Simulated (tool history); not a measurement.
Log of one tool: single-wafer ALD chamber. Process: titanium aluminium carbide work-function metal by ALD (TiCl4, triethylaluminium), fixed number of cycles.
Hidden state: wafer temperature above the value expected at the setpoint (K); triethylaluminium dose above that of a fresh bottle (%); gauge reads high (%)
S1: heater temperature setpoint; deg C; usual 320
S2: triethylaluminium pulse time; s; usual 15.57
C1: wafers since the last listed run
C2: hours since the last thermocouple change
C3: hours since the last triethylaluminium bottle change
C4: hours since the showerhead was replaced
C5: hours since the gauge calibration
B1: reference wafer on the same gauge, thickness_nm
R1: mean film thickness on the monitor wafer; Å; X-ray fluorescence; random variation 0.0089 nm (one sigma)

Run 1, hour 0.0: usual settings; C1 0; C2 896.2; C3 188.4; C4 7789.6; C5 185.2; B1 2.449. Result: R1 22.71 Å.
Run 2, hour 33.8: usual settings; C1 275; C2 930.0; C3 222.2; C4 7823.4; C5 219.0; B1 2.452. Result: R1 22.72 Å.
Run 3, hour 58.4: usual settings but S1 327 deg C; C1 200; C2 954.6; C3 246.8; C4 7848.0; C5 243.6; B1 2.446. Result: R1 23.60 Å.
Run 4, hour 93.7: usual settings but S1 327 deg C; C1 288; C2 989.9; C3 282.1; C4 7883.3; C5 278.9; B1 2.452. Result: R1 23.63 Å.
Run 5, hour 148.0: usual settings but S1 327 deg C; C1 443; C2 1044.2; C3 336.4; C4 7937.6; C5 333.2; B1 2.447. Result: R1 23.62 Å.
Run 6, hour 169.6: usual settings; C1 176; C2 1065.8; C3 358.0; C4 7959.2; C5 354.8; B1 2.448. Result: R1 22.99 Å.
Run 7, hour 194.3: usual settings; C1 201; C2 1090.5; C3 382.7; C4 7983.9; C5 379.5; B1 2.450. Result: R1 22.89 Å.
Run 8, hour 208.1: usual settings; C1 112; C2 1104.3; C3 396.5; C4 7997.7; C5 393.3; B1 2.447. Result: R1 22.79 Å.
Run 9, hour 291.0: usual settings; C1 676; C2 1187.2; C3 479.4; C4 8080.6; C5 476.2; B1 2.451. Result: R1 22.90 Å.
Run 10, hour 316.5: usual settings; C1 208; C2 1212.7; C3 504.9; C4 8106.1; C5 501.7; B1 2.449. Result: R1 22.92 Å.
Run 11, hour 336.4: usual settings but S2 12.75 s; C1 162; C2 1232.6; C3 524.8; C4 8126.0; C5 521.6; B1 2.453. Result: R1 22.95 Å.
At hour 355.3: triethylaluminium bottle replaced.
Run 12, hour 355.8: usual settings but S1 324 deg C; C1 93; C2 1252.0; C3 0.5; C4 8145.4; C5 541.0; B1 2.453. Result: R1 23.49 Å.
At hour 369.4: showerhead replaced.
Run 13, hour 383.6: usual settings; C1 161; C2 1279.8; C3 28.3; C4 14.2; C5 568.8; B1 2.450. Result: R1 22.84 Å.
Run 14, hour 419.3: usual settings; C1 291; C2 1315.5; C3 64.0; C4 49.9; C5 604.5; B1 2.449. Result: R1 23.01 Å.
Run 15, hour 433.5: usual settings; C1 115; C2 1329.7; C3 78.2; C4 64.1; C5 618.7; B1 2.449. Result: R1 23.03 Å.
At hour 453.1: thermocouple changed; heater temperature recalibrated.
Run 16, hour 465.2: usual settings; C1 193; C2 12.1; C3 109.9; C4 95.8; C5 650.4; B1 2.449. Result: R1 21.80 Å.

Forecast run 17:
Run 17, hour 492.0: usual settings but S2 12.21 s; C1 218; C2 38.9; C3 136.7; C4 122.6; C5 677.2; B1 ?. Result: R1 ?.

Run 17 gave B1 2.456, R1 21.67 Å.
Without the tool's hidden state the same run would have given R1 22.47 Å.

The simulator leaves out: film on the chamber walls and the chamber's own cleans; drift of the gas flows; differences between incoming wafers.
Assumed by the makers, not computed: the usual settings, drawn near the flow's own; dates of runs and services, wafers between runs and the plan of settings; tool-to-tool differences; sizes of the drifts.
